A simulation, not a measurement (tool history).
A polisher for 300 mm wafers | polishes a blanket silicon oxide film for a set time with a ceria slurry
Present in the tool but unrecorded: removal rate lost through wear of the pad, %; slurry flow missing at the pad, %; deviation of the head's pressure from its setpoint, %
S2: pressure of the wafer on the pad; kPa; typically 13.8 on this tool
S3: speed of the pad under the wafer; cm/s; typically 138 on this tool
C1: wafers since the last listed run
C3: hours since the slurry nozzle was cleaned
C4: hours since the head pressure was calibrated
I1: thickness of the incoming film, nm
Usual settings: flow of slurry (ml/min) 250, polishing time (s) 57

Run 1, hour 0: usual settings; C1 0; wafers polished on this pad 507; C3 143.5; C4 649.2; I1 1626.7. Result: film removed (Å) 1478.
Run 2, hour 8.8: usual settings; C1 73; wafers polished on this pad 581; C3 152.3; C4 658; I1 1630.5. Result: film removed (Å) 1444.
Run 3, hour 22.5: usual settings; C1 114; wafers polished on this pad 695; C3 166; C4 671.7; I1 1657.3. Result: film removed (Å) 1445.
At hour 27.6: worn pad replaced by a new one.
Run 4, hour 31.8: usual settings; C1 44; wafers polished on this pad 35; C3 175.3; C4 681; I1 1616.4. Result: film removed (Å) 1572.
Run 5, hour 43.2: usual settings; C1 95; wafers polished on this pad 130; C3 186.7; C4 692.4; I1 1655.3. Result: film removed (Å) 1547.
Run 6, hour 60.9: usual settings; C1 147; wafers polished on this pad 278; C3 204.4; C4 710.1; I1 1639.2. Result: film removed (Å) 1506.
Run 7, hour 67: usual settings; C1 50; wafers polished on this pad 329; C3 210.5; C4 716.2; I1 1625.4. Result: film removed (Å) 1505.
Run 8, hour 80.2: usual settings; C1 110; wafers polished on this pad 439; C3 223.7; C4 729.4; I1 1615.2. Result: film removed (Å) 1498.
Run 9, hour 93.1: usual settings but flow of slurry (ml/min) 210; C1 107; wafers polished on this pad 547; C3 236.6; C4 742.3; I1 1646.6. Result: film removed (Å) 1477.
At hour 96.3: head pressure recalibrated.
Run 10, hour 109.9: usual settings but flow of slurry (ml/min) 330, S2 11 kPa, S3 162 cm/s, polishing time (s) 76; C1 123; wafers polished on this pad 671; C3 253.4; C4 13.6; I1 1612.5. Result: film removed (Å) 2150.
Run 11, hour 116.5: usual settings but flow of slurry (ml/min) 280, S2 12.4 kPa, S3 150 cm/s; C1 55; wafers polished on this pad 726; C3 260; C4 20.2; I1 1645.1. Result: film removed (Å) 1616.
Run 12, hour 131.8: usual settings but S2 17.2 kPa, polishing time (s) 73; C1 127; wafers polished on this pad 854; C3 275.3; C4 35.5; I1 1618.6. Result: film removed (Å) 2528.
At hour 138.9: worn pad replaced by a new one.
At hour 147.7: slurry nozzle cleaned.
Run 13, hour 148.7: usual settings but flow of slurry (ml/min) 325, S2 11.7 kPa, S3 116 cm/s, polishing time (s) 71; C1 99; wafers polished on this pad 73; C3 1; C4 52.4; I1 1641.5. Result: film removed (Å) 1565.
Run 14, hour 165.3: usual settings but flow of slurry (ml/min) 180, S2 12.4 kPa; C1 138; wafers polished on this pad 212; C3 17.6; C4 69; I1 1630.3. Result: film removed (Å) 1458.
Run 15, hour 174.4: usual settings but flow of slurry (ml/min) 205, S2 11 kPa, S3 160 cm/s, polishing time (s) 73; C1 76; wafers polished on this pad 288; C3 26.7; C4 78.1; I1 1614.3. Result: film removed (Å) 1948.
Run 16, hour 191.1: usual settings; C1 139; wafers polished on this pad 427; C3 43.4; C4 94.8; I1 1640.4. Result: film removed (Å) 1598.

Hidden state at the last listed run before each entry between runs and at the first one after, where it differs:
Runs 3 to 4: worn pad replaced by a new one (hour 27.6)
  removal rate lost through wear of the pad, %: 9.24 -> 1.11
  the result without the hidden state subtracted from the measured one, film removed (Å): -343 -> -213
Runs 9 to 10: head pressure recalibrated (hour 96.3)
  removal rate lost through wear of the pad, %: 7 -> 7.46; deviation of the head's pressure from its setpoint, %: -12.7 -> -2.02
  the result without the hidden state subtracted from the measured one, film removed (Å): -309 -> -215
Runs 12 to 13: worn pad replaced by a new one (hour 138.9); slurry nozzle cleaned (hour 147.7)
  removal rate lost through wear of the pad, %: 7.79 -> 2.47; deviation of the head's pressure from its setpoint, %: -3.03 -> -3.75
  the result without the hidden state subtracted from the measured one, film removed (Å): -288 -> -94

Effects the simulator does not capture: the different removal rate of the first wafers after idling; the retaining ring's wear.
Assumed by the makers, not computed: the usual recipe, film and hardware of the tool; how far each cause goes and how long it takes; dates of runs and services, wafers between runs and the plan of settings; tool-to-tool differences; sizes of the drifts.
